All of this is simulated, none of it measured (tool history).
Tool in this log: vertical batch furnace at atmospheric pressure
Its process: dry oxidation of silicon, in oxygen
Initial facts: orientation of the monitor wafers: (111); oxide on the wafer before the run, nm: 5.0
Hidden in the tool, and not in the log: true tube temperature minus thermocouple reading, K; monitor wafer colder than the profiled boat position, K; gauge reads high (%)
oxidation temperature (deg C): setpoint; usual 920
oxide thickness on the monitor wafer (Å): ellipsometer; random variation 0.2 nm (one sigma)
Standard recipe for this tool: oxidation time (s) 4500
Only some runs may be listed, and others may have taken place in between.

run     day  oxidation temperature (deg C)  oxidation time (s)  wafers since the last listed run  hours since the last temperature calibration  hours since the boat lift was adjusted  hours since the gauge calibration  read-back reference wafer on the same gauge, thickness  oxide thickness on the monitor wafer (Å)
  1   0.000                            920                5100                                 0                                        1915.3                                  3529.6                             1284.8                                                   48.90                                     498.2
  2   3.888                            920                6120                              1106                                        2008.6                                  3622.9                             1378.1                                                   48.86                                     569.0
  3   6.729                            920                4500                               808                                        2076.8                                  3691.1                             1446.3                                                   48.88                                     462.6
  4   8.671                            920                4500                               552                                        2123.4                                  3737.7                             1492.9                                                   48.98                                     463.4
  5  12.338                            920                4500                              1043                                        2211.4                                  3825.7                             1580.9                                                   48.86                                     460.9
  6  15.662                            920                4500                               946                                        2291.2                                  3905.5                             1660.7                                                   48.96                                     462.5
  7  17.383                            920                4500                               489                                        2332.5                                  3946.8                             1702.0                                                   48.88                                     462.2
  8  20.300                            920                4500                               830                                        2402.5                                  4016.8                             1772.0                                                   48.89                                     463.1
  9  24.221                            920                4500                              1116                                        2496.6                                  4110.9                             1866.1                                                   48.88                                     465.1
     24.262  -- gauge calibrated
 10  26.762                            920                4500                               723                                        2557.6                                  4171.9                               60.0                                                   48.86                                     463.0
 11  28.846                            920                4500                               593                                        2607.6                                  4221.9                              110.0                                                   48.92                                     462.0
 12  31.804                            920                4500                               842                                        2678.6                                  4292.9                              181.0                                                   48.94                                     465.9
 13  33.412                            920                4500                               457                                        2717.2                                  4331.5                              219.6                                                   48.86                                     467.0
 14  35.725                            913                4500                               658                                        2772.7                                  4387.0                              275.1                                                   48.88                                     436.0
 15  40.200                            937                5250                              1273                                        2880.1                                  4494.4                              382.5                                                   48.91                                     592.2
 16  47.017                            928                6270                              1940                                        3043.7                                  4658.0                              546.1                                                   48.89                                     626.5
 17  48.975                            939                5430                               557                                        3090.7                                  4705.0                              593.1                                                   48.88                                     622.0
     52.000  -- thermocouples replaced and temperature profile calibrated
 18  52.021                            920                4500                               582                                           0.5                                  4778.1                              666.2                                                   48.87                                     448.8
     53.671  -- boat lift adjusted
 19  54.071                            941                2880                               298                                          49.7                                     9.6                              715.4                                                   48.89                                     398.3
 20  58.529                            920                4500                              1269                                         156.7                                   116.6                              822.4                                                   48.94                                     451.9
 21  61.667                            920                3630                               893                                         232.0                                   191.9                              897.7                                                   48.92                                     393.5
 22  64.225                            920                4500                               728                                         293.4                                   253.3                              959.1                                                   48.87                                     450.5
 23  67.592                            911                3420                               958                                         374.2                                   334.1                             1039.9                                                   48.91                                     346.8
 24  70.171                            942                3330                               734                                         436.1                                   396.0                             1101.8                                                   48.92                                     450.0

What does the tool deliver on the next run?
 25  72.283                            908                3510                               601                                         486.8                                   446.7                             1152.5                                                       ?                                         ?

{"run 25": {"read-back reference wafer on the same gauge, thickness": 48.96, "oxide thickness on the monitor wafer (Å)": 346.5}}
With no hidden state in the tool, this same run would have given oxide thickness on the monitor wafer (Å) 342.3.
